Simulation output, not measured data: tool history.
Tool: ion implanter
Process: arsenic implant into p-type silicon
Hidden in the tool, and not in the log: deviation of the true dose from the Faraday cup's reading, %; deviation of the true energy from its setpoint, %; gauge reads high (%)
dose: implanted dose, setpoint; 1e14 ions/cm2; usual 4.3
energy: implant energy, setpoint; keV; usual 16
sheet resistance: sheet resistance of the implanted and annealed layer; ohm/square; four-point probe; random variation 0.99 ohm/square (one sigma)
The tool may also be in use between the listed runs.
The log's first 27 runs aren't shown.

| run | hour | dose | energy | wafers since the last listed run | hours since the last dose calibration | hours since the extraction supply was calibrated | hours since the gauge calibration | read-back reference wafer on the same gauge, sheet resistance | sheet resistance |
|---|---|---|---|---|---|---|---|---|---|
| 28 | 716.8 | 4.3 | 16 | 219 | 165 | 90.5 | 464.2 | 188.98 | 226.52 |
| 29 | 744.4 | 5.16 | 13 | 335 | 192.6 | 118.1 | 491.8 | 188.84 | 204.07 |
| 30 | 774 | 3.66 | 20 | 360 | 222.2 | 147.7 | 521.4 | 188.75 | 245.97 |
| 31 | 802.8 | 5.02 | 13.5 | 350 | 251 | 176.5 | 550.2 | 188.93 | 207.16 |
| 32 | 823.4 | 3.63 | 20.5 | 250 | 271.6 | 197.1 | 570.8 | 188.98 | 248.83 |
| 33 | 843.2 | 4.3 | 16 | 240 | 291.4 | 216.9 | 590.6 | 189.04 | 225.99 |
| 34 | 872.7 | 5.56 | 13.5 | 358 | 320.9 | 246.4 | 620.1 | 188.98 | 194.62 |
| 35 | 905.8 | 4.72 | 10.5 | 402 | 354 | 279.5 | 653.2 | 189 | 221.56 |
| 36 | 920.8 | 4.3 | 17.5 | 182 | 369 | 294.5 | 668.2 | 189.06 | 222.04 |
| 37 | 943.9 | 4.3 | 13.5 | 281 | 392.1 | 317.6 | 691.3 | 189.13 | 229.82 |

Forecast each of these 4 alternatives for the next run:
| A | 944.3 | 4.3 | 13 | 4 | 392.5 | 318 | 691.7 | ? | ? |
| B | 944.3 | 5.52 | 11.5 | 4 | 392.5 | 318 | 691.7 | ? | ? |
| C | 944.3 | 4.79 | 16 | 4 | 392.5 | 318 | 691.7 | ? | ? |
| D | 944.3 | 3.44 | 16 | 4 | 392.5 | 318 | 691.7 | ? | ? |

| run | read-back reference wafer on the same gauge, sheet resistance | sheet resistance |
|---|---|---|
| A | 188.85 | 231.22 |
| B | 188.85 | 199.54 |
| C | 188.85 | 208.95 |
| D | 188.85 | 265 |
Without the tool's hidden state the same runs would have given:
| run | sheet resistance |
|---|---|
| A | 231.22 |
| B | 199.54 |
| C | 208.95 |
| D | 265 |
